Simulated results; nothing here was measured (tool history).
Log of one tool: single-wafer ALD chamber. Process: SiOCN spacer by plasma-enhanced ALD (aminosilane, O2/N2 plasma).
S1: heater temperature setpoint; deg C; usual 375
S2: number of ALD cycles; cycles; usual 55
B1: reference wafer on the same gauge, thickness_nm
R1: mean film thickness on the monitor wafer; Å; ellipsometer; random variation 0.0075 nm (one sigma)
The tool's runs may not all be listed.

run 1 hour=0.0 | S1=375 S2=61 | B1=3.086 | R1=32.80
run 2 hour=56.8 | S1=375 S2=61 | B1=3.079 | R1=33.01
run 3 hour=181.9 | S1=375 S2=61 | B1=3.074 | R1=32.87
run 4 hour=211.8 | S1=375 S2=55 | B1=3.070 | R1=29.41
run 5 hour=265.1 | S1=375 S2=55 | B1=3.071 | R1=29.50
run 6 hour=299.1 | S1=375 S2=55 | B1=3.071 | R1=29.56
run 7 hour=348.2 | S1=375 S2=55 | B1=3.067 | R1=29.61
run 8 hour=391.8 | S1=375 S2=55 | B1=3.069 | R1=29.47
run 9 hour=432.9 | S1=375 S2=55 | B1=3.066 | R1=29.48
run 10 hour=495.7 | S1=375 S2=55 | B1=3.064 | R1=29.55
-- hour=535.3 thermocouple changed; heater temperature recalibrated
run 11 hour=535.8 | S1=375 S2=52 | B1=3.063 | R1=27.92
run 12 hour=552.6 | S1=375 S2=52 | B1=3.064 | R1=27.85
run 13 hour=581.7 | S1=368 S2=55 | B1=3.063 | R1=29.38
run 14 hour=633.4 | S1=371 S2=59 | B1=3.063 | R1=31.73
run 15 hour=672.2 | S1=361 S2=46 | B1=3.059 | R1=24.65
run 16 hour=727.1 | S1=369 S2=51 | B1=3.062 | R1=27.30
run 17 hour=790.9 | S1=375 S2=55 | B1=3.058 | R1=29.57
-- hour=793.1 gauge calibrated
run 18 hour=859.9 | S1=367 S2=55 | B1=3.122 | R1=30.02
run 19 hour=1050.0 | S1=384 S2=52 | B1=3.098 | R1=28.25
run 20 hour=1074.6 | S1=384 S2=63 | B1=3.101 | R1=34.15
run 21 hour=1118.2 | S1=379 S2=49 | B1=3.091 | R1=26.47
run 22 hour=1175.5 | S1=368 S2=50 | B1=3.090 | R1=27.02
run 23 hour=1213.6 | S1=375 S2=55 | B1=3.088 | R1=29.68
run 24 hour=1280.0 | S1=379 S2=55 | B1=3.080 | R1=29.61
run 25 hour=1347.7 | S1=369 S2=64 | B1=3.076 | R1=34.41

Forecast each of these 5 alternatives for the next run:
run A hour=1348.2 | S1=375 S2=48 | B1=? | R1=?
run B hour=1348.2 | S1=360 S2=62 | B1=? | R1=?
run C hour=1348.2 | S1=375 S2=65 | B1=? | R1=?
run D hour=1348.2 | S1=388 S2=63 | B1=? | R1=?
run E hour=1348.2 | S1=381 S2=58 | B1=? | R1=?

run=A B1=3.078 R1=25.75
run=B B1=3.078 R1=33.26
run=C B1=3.078 R1=34.86
run=D B1=3.078 R1=33.79
run=E B1=3.078 R1=31.11
Without the tool's hidden state the same runs would have given:
run=A R1=26.19
run=B R1=33.83
run=C R1=35.46
run=D R1=34.37
run=E R1=31.64

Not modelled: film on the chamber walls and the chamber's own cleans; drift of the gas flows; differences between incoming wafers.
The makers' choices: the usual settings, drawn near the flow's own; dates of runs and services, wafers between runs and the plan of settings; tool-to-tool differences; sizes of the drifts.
